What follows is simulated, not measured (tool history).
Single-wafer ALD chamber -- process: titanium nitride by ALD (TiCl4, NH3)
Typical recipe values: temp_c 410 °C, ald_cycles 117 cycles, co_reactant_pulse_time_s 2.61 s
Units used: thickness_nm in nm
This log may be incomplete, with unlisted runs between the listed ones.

run	day	temp_c	ald_cycles	co_reactant_pulse_time_s	wafers since the last listed run	hours since the last thermocouple change	hours since the showerhead was replaced	hours since the gauge calibration	read-back reference wafer on the same gauge, thickness_nm	thickness_nm
1	0.000	410	110	2.61	0	2043.2	8150.0	21.1	2.639	2.286
2	0.604	410	110	2.61	18	2057.7	8164.5	35.6	2.640	2.297
3	1.308	410	117	2.61	21	2074.6	8181.4	52.5	2.639	2.435
4	2.008	410	117	2.61	21	2091.4	8198.2	69.3	2.640	2.436
5	2.388	410	117	2.11	11	2100.5	8207.3	78.4	2.639	2.396
6	2.754	410	117	2.11	11	2109.3	8216.1	87.2	2.638	2.393
7	3.333	410	117	2.11	17	2123.2	8230.0	101.1	2.639	2.403
8	3.792	417	117	2.61	14	2134.2	8241.0	112.1	2.640	2.441
9	4.346	417	117	2.61	17	2147.5	8254.3	125.4	2.639	2.447
10	4.629	417	117	2.61	8	2154.3	8261.1	132.2	2.641	2.440
11	5.121	410	117	2.61	15	2166.1	8272.9	144.0	2.638	2.440
12	5.679	410	125	2.61	17	2179.5	8286.3	157.4	2.640	2.599
13	6.392	410	117	2.61	21	2196.6	8303.4	174.5	2.639	2.429
14	7.038	404	126	2.89	19	2212.1	8318.9	190.0	2.642	2.631
15	7.558	410	117	2.11	16	2224.6	8331.4	202.5	2.642	2.411
16	8.262	418	117	2.28	21	2241.5	8348.3	219.4	2.638	2.420
# day 8.362: gauge calibrated
# day 8.633: showerhead replaced
17	8.825	416	117	1.74	7	2255.0	4.6	11.1	2.641	2.363
18	9.079	414	134	2.61	7	2261.1	10.7	17.2	2.642	2.790
# day 9.558: thermocouple changed; heater temperature recalibrated
19	10.679	396	117	2.61	38	26.9	49.1	55.6	2.638	2.422
20	11.050	410	94	2.61	11	35.8	58.0	64.5	2.640	1.957
21	11.625	414	96	2.61	17	49.6	71.8	78.3	2.642	2.001
22	12.154	410	117	2.11	16	62.3	84.5	91.0	2.638	2.402

Consider 4 possible next runs. They are alternatives, not a sequence: every one starts from the tool as it was left by run 22. What does each give?
A	12.183	410	117	3.12	0	63.0	85.2	91.7	?	?
B	12.183	410	105	3.19	0	63.0	85.2	91.7	?	?
C	12.183	424	101	2.28	0	63.0	85.2	91.7	?	?
D	12.183	418	117	2.61	0	63.0	85.2	91.7	?	?

run	read-back reference wafer on the same gauge, thickness_nm	thickness_nm
A	2.638	2.448
B	2.638	2.199
C	2.638	2.090
D	2.638	2.433
What these runs would have given with no unlogged condition in the tool:
run	thickness_nm
A	2.448
B	2.199
C	2.090
D	2.433
